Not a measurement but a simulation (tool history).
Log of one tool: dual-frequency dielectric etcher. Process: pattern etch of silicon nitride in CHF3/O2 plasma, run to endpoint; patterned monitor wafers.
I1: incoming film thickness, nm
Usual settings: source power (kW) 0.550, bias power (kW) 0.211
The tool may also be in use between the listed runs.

run 1 hour=0.0 | source_power_(kW)=0.550 bias_power_(kW)=0.211 | I1=87.3 | endpoint_time_(s)=57.0
run 2 hour=45.3 | source_power_(kW)=0.550 bias_power_(kW)=0.225 | I1=86.2 | endpoint_time_(s)=55.8
run 3 hour=111.4 | source_power_(kW)=0.550 bias_power_(kW)=0.211 | I1=86.0 | endpoint_time_(s)=56.8
run 4 hour=164.5 | source_power_(kW)=0.550 bias_power_(kW)=0.211 | I1=85.8 | endpoint_time_(s)=56.1
-- hour=283.5 wet clean of the chamber
-- hour=315.5 bias power generator calibrated
run 5 hour=364.4 | source_power_(kW)=0.550 bias_power_(kW)=0.211 | I1=86.4 | endpoint_time_(s)=56.9
run 6 hour=392.5 | source_power_(kW)=0.450 bias_power_(kW)=0.211 | I1=86.9 | endpoint_time_(s)=61.3
run 7 hour=427.9 | source_power_(kW)=0.450 bias_power_(kW)=0.211 | I1=87.0 | endpoint_time_(s)=61.5
run 8 hour=458.2 | source_power_(kW)=0.450 bias_power_(kW)=0.211 | I1=86.4 | endpoint_time_(s)=61.5
run 9 hour=486.2 | source_power_(kW)=0.550 bias_power_(kW)=0.211 | I1=86.5 | endpoint_time_(s)=56.5
run 10 hour=555.1 | source_power_(kW)=0.550 bias_power_(kW)=0.258 | I1=86.6 | endpoint_time_(s)=54.8
-- hour=610.6 wet clean of the chamber
run 11 hour=624.6 | source_power_(kW)=0.550 bias_power_(kW)=0.211 | I1=86.1 | endpoint_time_(s)=56.6
run 12 hour=663.7 | source_power_(kW)=0.550 bias_power_(kW)=0.211 | I1=86.6 | endpoint_time_(s)=56.5
run 13 hour=722.8 | source_power_(kW)=0.430 bias_power_(kW)=0.226 | I1=85.7 | endpoint_time_(s)=61.0
run 14 hour=758.3 | source_power_(kW)=0.620 bias_power_(kW)=0.211 | I1=86.8 | endpoint_time_(s)=54.6
-- hour=763.9 source power generator calibrated
-- hour=802.1 upper electrode replaced
run 15 hour=805.1 | source_power_(kW)=0.630 bias_power_(kW)=0.211 | I1=85.7 | endpoint_time_(s)=53.7
run 16 hour=860.3 | source_power_(kW)=0.690 bias_power_(kW)=0.263 | I1=86.5 | endpoint_time_(s)=49.9
-- hour=955.0 wet clean of the chamber
run 17 hour=1015.0 | source_power_(kW)=0.550 bias_power_(kW)=0.228 | I1=86.9 | endpoint_time_(s)=55.6

Forecast each of these 5 alternatives for the next run:
run A hour=1015.4 | source_power_(kW)=0.490 bias_power_(kW)=0.211 | I1=87.1 | endpoint_time_(s)=?
run B hour=1015.4 | source_power_(kW)=0.680 bias_power_(kW)=0.237 | I1=87.1 | endpoint_time_(s)=?
run C hour=1015.4 | source_power_(kW)=0.660 bias_power_(kW)=0.195 | I1=87.1 | endpoint_time_(s)=?
run D hour=1015.4 | source_power_(kW)=0.490 bias_power_(kW)=0.177 | I1=87.1 | endpoint_time_(s)=?
run E hour=1015.4 | source_power_(kW)=0.550 bias_power_(kW)=0.189 | I1=87.1 | endpoint_time_(s)=?

run=A endpoint_time_(s)=59.3
run=B endpoint_time_(s)=50.6
run=C endpoint_time_(s)=53.5
run=D endpoint_time_(s)=61.6
run=E endpoint_time_(s)=57.9
Without the tool's hidden state the same runs would have given:
run=A endpoint_time_(s)=59.2
run=B endpoint_time_(s)=50.5
run=C endpoint_time_(s)=53.4
run=D endpoint_time_(s)=61.5
run=E endpoint_time_(s)=57.9
